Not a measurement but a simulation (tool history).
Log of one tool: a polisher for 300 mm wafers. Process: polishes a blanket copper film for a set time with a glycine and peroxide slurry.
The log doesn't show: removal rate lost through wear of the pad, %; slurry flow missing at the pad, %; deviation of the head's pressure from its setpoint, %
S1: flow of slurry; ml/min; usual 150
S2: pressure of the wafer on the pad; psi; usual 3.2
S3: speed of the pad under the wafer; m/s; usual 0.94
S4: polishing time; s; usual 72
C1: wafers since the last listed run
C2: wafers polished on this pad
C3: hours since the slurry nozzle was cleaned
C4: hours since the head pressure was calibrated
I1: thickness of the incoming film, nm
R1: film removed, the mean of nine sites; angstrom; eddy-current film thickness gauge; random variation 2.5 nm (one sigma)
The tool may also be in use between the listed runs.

Run 1, hour 0: usual settings but S4 61 s; C1 0; C2 2113; C3 158.3; C4 949; I1 1409.7. Result: R1 3301 angstrom.
Run 2, hour 91.8: usual settings; C1 694; C2 2807; C3 250.1; C4 1040.8; I1 1428.6. Result: R1 3942 angstrom.
Run 3, hour 135.4: usual settings but S1 165 ml/min, S3 1.12 m/s; C1 329; C2 3137; C3 293.7; C4 1084.4; I1 1387.7. Result: R1 4350 angstrom.
Run 4, hour 206.2: usual settings but S1 165 ml/min, S3 1.12 m/s; C1 535; C2 3672; C3 364.5; C4 1155.2; I1 1425.3. Result: R1 4333 angstrom.
At hour 232.4: head pressure recalibrated.
Run 5, hour 284.2: usual settings but S1 165 ml/min, S3 1.12 m/s; C1 574; C2 4247; C3 442.5; C4 51.8; I1 1399.7. Result: R1 4336 angstrom.
Run 6, hour 343.3: usual settings but S1 115 ml/min; C1 446; C2 4694; C3 501.6; C4 110.9; I1 1382.3. Result: R1 3694 angstrom.
At hour 348: worn pad replaced by a new one.
At hour 386.5: slurry nozzle cleaned.
Run 7, hour 394.9: usual settings but S1 115 ml/min; C1 352; C2 346; C3 8.4; C4 162.5; I1 1423.6. Result: R1 3714 angstrom.
Run 8, hour 451.8: usual settings but S1 115 ml/min; C1 430; C2 777; C3 65.3; C4 219.4; I1 1405.8. Result: R1 3703 angstrom.
Run 9, hour 510.6: usual settings but S1 175 ml/min; C1 444; C2 1221; C3 124.1; C4 278.2; I1 1408.5. Result: R1 4067 angstrom.
Run 10, hour 583.4: usual settings; C1 550; C2 1772; C3 196.9; C4 351; I1 1404.3. Result: R1 3905 angstrom.
Run 11, hour 649.5: usual settings; C1 499; C2 2272; C3 263; C4 417.1; I1 1411.2. Result: R1 3905 angstrom.
Run 12, hour 710.6: usual settings; C1 462; C2 2734; C3 324.1; C4 478.2; I1 1377.1. Result: R1 3920 angstrom.
Run 13, hour 791.5: usual settings; C1 611; C2 3346; C3 405; C4 559.1; I1 1392.7. Result: R1 3899 angstrom.
At hour 859.9: worn pad replaced by a new one.
Run 14, hour 897.7: usual settings; C1 772; C2 285; C3 511.2; C4 665.3; I1 1416.2. Result: R1 3899 angstrom.
At hour 922.9: slurry nozzle cleaned.
Run 15, hour 1162.1: usual settings; C1 1992; C2 2277; C3 239.2; C4 929.7; I1 1391.1. Result: R1 3986 angstrom.
Run 16, hour 1269.5: usual settings; C1 812; C2 3090; C3 346.6; C4 1037.1; I1 1409.8. Result: R1 3924 angstrom.
Run 17, hour 1308.8: usual settings; C1 297; C2 3387; C3 385.9; C4 1076.4; I1 1405.2. Result: R1 3926 angstrom.
Run 18, hour 1373.1: usual settings; C1 486; C2 3873; C3 450.2; C4 1140.7; I1 1400.9. Result: R1 3907 angstrom.
Run 19, hour 1435.8: usual settings but S1 115 ml/min; C1 474; C2 4347; C3 512.9; C4 1203.4; I1 1408.5. Result: R1 3683 angstrom.
At hour 1489.1: slurry nozzle cleaned.
At hour 1497.4: worn pad replaced by a new one.
Run 20, hour 1511.4: usual settings but S4 59 s; C1 533; C2 105; C3 22.3; C4 1279; I1 1394. Result: R1 3216 angstrom.
Run 21, hour 1548.4: usual settings but S2 2.6 psi, S3 1.2 m/s, S4 87 s; C1 279; C2 385; C3 59.3; C4 1316; I1 1400.2. Result: R1 4503 angstrom.
At hour 1554.1: head pressure recalibrated.
Run 22, hour 1605.4: usual settings but S1 200 ml/min, S4 86 s; C1 415; C2 801; C3 116.3; C4 51.3; I1 1399. Result: R1 4909 angstrom.
Run 23, hour 1710.6: usual settings but S2 2.7 psi, S4 53 s; C1 795; C2 1597; C3 221.5; C4 156.5; I1 1372.1. Result: R1 2482 angstrom.
Run 24, hour 1785.9: usual settings; C1 569; C2 2166; C3 296.8; C4 231.8; I1 1398. Result: R1 3939 angstrom.
Run 25, hour 1864: usual settings but S1 125 ml/min, S2 2.5 psi, S3 1.24 m/s, S4 58 s; C1 590; C2 2757; C3 374.9; C4 309.9; I1 1400.5. Result: R1 2873 angstrom.
Run 26, hour 1953: usual settings; C1 673; C2 3430; C3 463.9; C4 398.9; I1 1416.6. Result: R1 3954 angstrom.
At hour 2034.5: worn pad replaced by a new one.
Run 27, hour 2037.1: usual settings but S2 2.9 psi; C1 605; C2 19; C3 548; C4 483; I1 1393.8. Result: R1 3583 angstrom.
At hour 2122.9: slurry nozzle cleaned.
Run 28, hour 2251.1: usual settings; C1 1610; C2 1630; C3 128.2; C4 697; I1 1403. Result: R1 3916 angstrom.
Run 29, hour 2293.1: usual settings but S2 3.8 psi, S3 0.68 m/s, S4 60 s; C1 317; C2 1948; C3 170.2; C4 739; I1 1409.3. Result: R1 3243 angstrom.
Run 30, hour 2386.4: usual settings but S1 115 ml/min; C1 705; C2 2653; C3 263.5; C4 832.3; I1 1383.5. Result: R1 3714 angstrom.
Run 31, hour 2444.1: usual settings but S1 125 ml/min, S3 1.02 m/s; C1 436; C2 3090; C3 321.2; C4 890; I1 1429.1. Result: R1 3967 angstrom.
Run 32, hour 2497: usual settings but S2 4.3 psi; C1 400; C2 3490; C3 374.1; C4 942.9; I1 1379.3. Result: R1 5091 angstrom.
Run 33, hour 2550.7: usual settings but S2 3.8 psi, S3 1.1 m/s; C1 406; C2 3896; C3 427.8; C4 996.6; I1 1384.7. Result: R1 4936 angstrom.
At hour 2646.3: slurry nozzle cleaned.
Run 34, hour 2650.2: usual settings but S1 135 ml/min; C1 744; C2 4641; C3 3.9; C4 1096.1; I1 1403.8. Result: R1 3905 angstrom.
At hour 2655.7: head pressure recalibrated.
At hour 2676.1: worn pad replaced by a new one.
Run 35, hour 2754: usual settings; C1 739; C2 588; C3 107.7; C4 98.3; I1 1391.4. Result: R1 3897 angstrom.
Run 36, hour 2840.3: usual settings but S1 110 ml/min, S2 2.3 psi, S3 1.24 m/s, S4 92 s; C1 652; C2 1241; C3 194; C4 184.6; I1 1395.8. Result: R1 4052 angstrom.

5 ways to go on from here, each from the tool as it stands after run 36. What would each give?
Run A, hour 2840.7: usual settings but S2 2.8 psi; C1 3; C2 1244; C3 194.4; C4 185; I1 1391.8. Result: R1 ?.
Run B, hour 2840.7: usual settings but S1 190 ml/min, S3 1.12 m/s, S4 57 s; C1 3; C2 1244; C3 194.4; C4 185; I1 1391.8. Result: R1 ?.
Run C, hour 2840.7: usual settings but S2 2.2 psi; C1 3; C2 1244; C3 194.4; C4 185; I1 1391.8. Result: R1 ?.
Run D, hour 2840.7: usual settings but S3 0.68 m/s; C1 3; C2 1244; C3 194.4; C4 185; I1 1391.8. Result: R1 ?.
Run E, hour 2840.7: usual settings but S1 175 ml/min, S3 0.82 m/s, S4 60 s; C1 3; C2 1244; C3 194.4; C4 185; I1 1391.8. Result: R1 ?.

run    R1
  A  3545
  B  3573
  C  2925
  D  3410
  E  3172
Without the tool's hidden state the same runs would have given:
run    R1
  A  3545
  B  3573
  C  2925
  D  3410
  E  3172
